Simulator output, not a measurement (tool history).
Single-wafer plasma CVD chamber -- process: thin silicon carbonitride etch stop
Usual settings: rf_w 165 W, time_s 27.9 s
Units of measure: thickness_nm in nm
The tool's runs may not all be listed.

run,hour,rf_w,time_s,"read-back reference wafer on the same gauge, thickness_nm",thickness_nm
1,0,180,27.9,12.207,14.289
2,98.8,165,27.9,12.198,13.963
3,177.4,165,27.9,12.203,14.016
4,265.9,165,27.9,12.213,14.065
5,311.4,165,27.9,12.203,13.987
6,372.1,165,27.9,12.204,13.896
7,474.6,165,27.9,12.214,13.981
8,527.4,165,27.9,12.194,13.956
9,593.8,145,27.9,12.205,13.529
10,655.6,165,31.7,12.203,15.88
11,716.2,165,31.7,12.201,15.816
# hour 807: thermocouple changed; heater temperature recalibrated
12,807.5,165,31.7,12.204,15.879
13,871.2,165,27.9,12.191,13.963
14,977.6,165,27.9,12.191,13.96
15,1077.8,170,29,12.212,14.589
# hour 1160: gauge calibrated
16,1292.5,170,29,12.199,14.572
17,1378,165,27.9,12.192,13.871
18,1445,190,27.9,12.204,14.421
19,1484.2,185,30.5,12.194,15.545
20,1549.2,140,24.5,12.199,11.705
21,1654.2,165,27.9,12.202,13.899
# hour 1685.2: RF generator calibrated
22,1761.6,185,22.8,12.188,11.765
# hour 1806.4: showerhead replaced
23,1846,165,26,12.192,12.996
24,1913.6,165,27.9,12.205,13.985
25,2008.3,165,27.9,12.209,14.011
26,2086.6,190,24.1,12.203,12.495
27,2158.9,155,32.5,12.202,16.078
28,2213.3,200,25.5,12.204,13.364
29,2289.1,175,30.8,12.204,15.726
30,2379.3,165,22.6,12.208,11.297
31,2562.9,155,33.2,12.192,16.427
32,2629.1,165,23.9,12.189,11.905

Forecast each of these 4 alternatives for the next run:
A,2629.5,165,27.9,?,?
B,2629.5,165,24.8,?,?
C,2629.5,195,30,?,?
D,2629.5,155,30.5,?,?

run,"read-back reference wafer on the same gauge, thickness_nm",thickness_nm
A,12.198,13.988
B,12.198,12.434
C,12.198,15.638
D,12.198,15.076
Stripped of hidden state, with their random variation kept, the same runs would have yielded:
run,thickness_nm
A,14.044
B,12.483
C,15.7
D,15.136

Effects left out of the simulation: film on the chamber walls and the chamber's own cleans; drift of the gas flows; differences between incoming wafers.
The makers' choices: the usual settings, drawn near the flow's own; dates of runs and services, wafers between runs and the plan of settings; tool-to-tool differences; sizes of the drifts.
